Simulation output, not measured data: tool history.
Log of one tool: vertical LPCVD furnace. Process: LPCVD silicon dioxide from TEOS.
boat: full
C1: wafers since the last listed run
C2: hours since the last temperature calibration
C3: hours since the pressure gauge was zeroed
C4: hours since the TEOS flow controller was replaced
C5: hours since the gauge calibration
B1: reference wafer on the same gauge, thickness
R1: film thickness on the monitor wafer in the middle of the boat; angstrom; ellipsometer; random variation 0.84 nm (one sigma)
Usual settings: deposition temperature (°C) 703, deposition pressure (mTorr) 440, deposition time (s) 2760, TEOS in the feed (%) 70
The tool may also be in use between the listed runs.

run 1 hour=0 | deposition_temperature_(°C)=703 deposition_pressure_(mTorr)=440 deposition_time_(s)=2400 TEOS_in_the_feed_(%)=74 | C1=0 C2=2385 C3=2916.6 C4=4858.4 C5=480.2 | B1=440.11 | R1=3779.4
run 2 hour=23.4 | deposition_temperature_(°C)=703 deposition_pressure_(mTorr)=500 deposition_time_(s)=2760 TEOS_in_the_feed_(%)=70 | C1=399 C2=2408.4 C3=2940 C4=4881.8 C5=503.6 | B1=439.77 | R1=4508.7
run 3 hour=35.6 | deposition_temperature_(°C)=703 deposition_pressure_(mTorr)=500 deposition_time_(s)=2760 TEOS_in_the_feed_(%)=70 | C1=208 C2=2420.6 C3=2952.2 C4=4894 C5=515.8 | B1=439.64 | R1=4489.1
run 4 hour=62.9 | deposition_temperature_(°C)=703 deposition_pressure_(mTorr)=500 deposition_time_(s)=2760 TEOS_in_the_feed_(%)=70 | C1=465 C2=2447.9 C3=2979.5 C4=4921.3 C5=543.1 | B1=440.04 | R1=4494.2
run 5 hour=89.1 | deposition_temperature_(°C)=696 deposition_pressure_(mTorr)=440 deposition_time_(s)=2760 TEOS_in_the_feed_(%)=70 | C1=447 C2=2474.1 C3=3005.7 C4=4947.5 C5=569.3 | B1=440.32 | R1=3587.1
-- hour=129.2 pressure gauge zeroed
run 6 hour=129.7 | deposition_temperature_(°C)=696 deposition_pressure_(mTorr)=440 deposition_time_(s)=2760 TEOS_in_the_feed_(%)=70 | C1=283 C2=2514.7 C3=0.5 C4=4988.1 C5=609.9 | B1=440.47 | R1=3700
run 7 hour=134.7 | deposition_temperature_(°C)=703 deposition_pressure_(mTorr)=440 deposition_time_(s)=2760 TEOS_in_the_feed_(%)=70 | C1=85 C2=2519.7 C3=5.5 C4=4993.1 C5=614.9 | B1=439.61 | R1=4335.7
run 8 hour=187.2 | deposition_temperature_(°C)=703 deposition_pressure_(mTorr)=440 deposition_time_(s)=2760 TEOS_in_the_feed_(%)=70 | C1=896 C2=2572.2 C3=58 C4=5045.6 C5=667.4 | B1=440.13 | R1=4352.7
run 9 hour=204.7 | deposition_temperature_(°C)=703 deposition_pressure_(mTorr)=440 deposition_time_(s)=2760 TEOS_in_the_feed_(%)=70 | C1=298 C2=2589.7 C3=75.5 C4=5063.1 C5=684.9 | B1=439.72 | R1=4345
-- hour=229.9 TEOS flow controller replaced
run 10 hour=230.4 | deposition_temperature_(°C)=714 deposition_pressure_(mTorr)=360 deposition_time_(s)=3450 TEOS_in_the_feed_(%)=78 | C1=29 C2=2615.4 C3=101.2 C4=0.5 C5=710.6 | B1=439.5 | R1=6682.6
-- hour=237.8 gauge calibrated
-- hour=255 thermocouples replaced and temperature profile calibrated
run 11 hour=255.5 | deposition_temperature_(°C)=703 deposition_pressure_(mTorr)=440 deposition_time_(s)=2760 TEOS_in_the_feed_(%)=65 | C1=18 C2=0.5 C3=126.3 C4=25.6 C5=17.7 | B1=440.38 | R1=3992.3
run 12 hour=266.5 | deposition_temperature_(°C)=703 deposition_pressure_(mTorr)=440 deposition_time_(s)=2760 TEOS_in_the_feed_(%)=70 | C1=187 C2=11.5 C3=137.3 C4=36.6 C5=28.7 | B1=439.69 | R1=4150.7
run 13 hour=291.1 | deposition_temperature_(°C)=703 deposition_pressure_(mTorr)=440 deposition_time_(s)=2310 TEOS_in_the_feed_(%)=70 | C1=419 C2=36.1 C3=161.9 C4=61.2 C5=53.3 | B1=440 | R1=3455.2
run 14 hour=316.1 | deposition_temperature_(°C)=692 deposition_pressure_(mTorr)=345 deposition_time_(s)=3510 TEOS_in_the_feed_(%)=70 | C1=426 C2=61.1 C3=186.9 C4=86.2 C5=78.3 | B1=439.97 | R1=3590.6
run 15 hour=350.8 | deposition_temperature_(°C)=708 deposition_pressure_(mTorr)=440 deposition_time_(s)=2010 TEOS_in_the_feed_(%)=74 | C1=592 C2=95.8 C3=221.6 C4=120.9 C5=113 | B1=439.87 | R1=3457.5
run 16 hour=373.2 | deposition_temperature_(°C)=703 deposition_pressure_(mTorr)=370 deposition_time_(s)=1680 TEOS_in_the_feed_(%)=70 | C1=382 C2=118.2 C3=244 C4=143.3 C5=135.4 | B1=440.17 | R1=2306.8
run 17 hour=387.2 | deposition_temperature_(°C)=703 deposition_pressure_(mTorr)=440 deposition_time_(s)=3060 TEOS_in_the_feed_(%)=77 | C1=238 C2=132.2 C3=258 C4=157.3 C5=149.4 | B1=439.77 | R1=4811
run 18 hour=421.4 | deposition_temperature_(°C)=698 deposition_pressure_(mTorr)=440 deposition_time_(s)=2760 TEOS_in_the_feed_(%)=70 | C1=583 C2=166.4 C3=292.2 C4=191.5 C5=183.6 | B1=440.37 | R1=3682.3
run 19 hour=483.5 | deposition_temperature_(°C)=697 deposition_pressure_(mTorr)=490 deposition_time_(s)=2130 TEOS_in_the_feed_(%)=82 | C1=1059 C2=228.5 C3=354.3 C4=253.6 C5=245.7 | B1=439.97 | R1=3165.3
run 20 hour=497 | deposition_temperature_(°C)=703 deposition_pressure_(mTorr)=520 deposition_time_(s)=3510 TEOS_in_the_feed_(%)=70 | C1=230 C2=242 C3=367.8 C4=267.1 C5=259.2 | B1=439.72 | R1=5720.7
run 21 hour=527.5 | deposition_temperature_(°C)=708 deposition_pressure_(mTorr)=530 deposition_time_(s)=2760 TEOS_in_the_feed_(%)=80 | C1=520 C2=272.5 C3=398.3 C4=297.6 C5=289.7 | B1=440.05 | R1=5457.7
run 22 hour=553.5 | deposition_temperature_(°C)=703 deposition_pressure_(mTorr)=440 deposition_time_(s)=2760 TEOS_in_the_feed_(%)=70 | C1=443 C2=298.5 C3=424.3 C4=323.6 C5=315.7 | B1=439.58 | R1=4140.4
run 23 hour=576.5 | deposition_temperature_(°C)=703 deposition_pressure_(mTorr)=440 deposition_time_(s)=2760 TEOS_in_the_feed_(%)=70 | C1=392 C2=321.5 C3=447.3 C4=346.6 C5=338.7 | B1=440.22 | R1=4139.7
run 24 hour=592.7 | deposition_temperature_(°C)=703 deposition_pressure_(mTorr)=440 deposition_time_(s)=2760 TEOS_in_the_feed_(%)=70 | C1=276 C2=337.7 C3=463.5 C4=362.8 C5=354.9 | B1=440.08 | R1=4138.1
run 25 hour=609.9 | deposition_temperature_(°C)=703 deposition_pressure_(mTorr)=440 deposition_time_(s)=2760 TEOS_in_the_feed_(%)=70 | C1=293 C2=354.9 C3=480.7 C4=380 C5=372.1 | B1=440 | R1=4133.5
run 26 hour=629.2 | deposition_temperature_(°C)=692 deposition_pressure_(mTorr)=440 deposition_time_(s)=3810 TEOS_in_the_feed_(%)=80 | C1=329 C2=374.2 C3=500 C4=399.3 C5=391.4 | B1=439.97 | R1=4707.1
run 27 hour=656.7 | deposition_temperature_(°C)=699 deposition_pressure_(mTorr)=440 deposition_time_(s)=2760 TEOS_in_the_feed_(%)=70 | C1=469 C2=401.7 C3=527.5 C4=426.8 C5=418.9 | B1=440.31 | R1=3766.1
run 28 hour=686.4 | deposition_temperature_(°C)=697 deposition_pressure_(mTorr)=490 deposition_time_(s)=2130 TEOS_in_the_feed_(%)=82 | C1=506 C2=431.4 C3=557.2 C4=456.5 C5=448.6 | B1=439.92 | R1=3172.8
run 29 hour=707.6 | deposition_temperature_(°C)=703 deposition_pressure_(mTorr)=440 deposition_time_(s)=2250 TEOS_in_the_feed_(%)=70 | C1=361 C2=452.6 C3=578.4 C4=477.7 C5=469.8 | B1=440.04 | R1=3369
run 30 hour=728 | deposition_temperature_(°C)=703 deposition_pressure_(mTorr)=480 deposition_time_(s)=2760 TEOS_in_the_feed_(%)=70 | C1=348 C2=473 C3=598.8 C4=498.1 C5=490.2 | B1=439.92 | R1=4325.8
run 31 hour=748.8 | deposition_temperature_(°C)=703 deposition_pressure_(mTorr)=440 deposition_time_(s)=2760 TEOS_in_the_feed_(%)=70 | C1=355 C2=493.8 C3=619.6 C4=518.9 C5=511 | B1=440.09 | R1=4145.6

What the log doesn't show, run by run:
deviation of the TEOS flow from its setpoint, %: 0 in every run
gauge reads high (%): 0 in every run
H1: true tube temperature minus thermocouple reading, K
H2: true pressure minus gauge reading, mTorr
run=1 H1=2.1 H2=-23.8
run=2 H1=2.12 H2=-23.8
run=3 H1=2.13 H2=-23.8
run=4 H1=2.15 H2=-23.8
run=5 H1=2.18 H2=-23.8
run=6 H1=2.21 H2=2.14
run=7 H1=2.21 H2=2.02
run=8 H1=2.26 H2=0.763
run=9 H1=2.27 H2=0.36
run=10 H1=2.3 H2=-0.218
run=11 H1=0.179 H2=-0.768
run=12 H1=0.188 H2=-1
run=13 H1=0.209 H2=-1.52
run=14 H1=0.23 H2=-2.04
run=15 H1=0.26 H2=-2.73
run=16 H1=0.279 H2=-3.16
run=17 H1=0.29 H2=-3.42
run=18 H1=0.319 H2=-4.05
run=19 H1=0.372 H2=-5.14
run=20 H1=0.384 H2=-5.37
run=21 H1=0.409 H2=-5.87
run=22 H1=0.431 H2=-6.28
run=23 H1=0.451 H2=-6.64
run=24 H1=0.465 H2=-6.89
run=25 H1=0.479 H2=-7.14
run=26 H1=0.496 H2=-7.43
run=27 H1=0.519 H2=-7.82
run=28 H1=0.544 H2=-8.23
run=29 H1=0.562 H2=-8.52
run=30 H1=0.579 H2=-8.78
run=31 H1=0.597 H2=-9.05
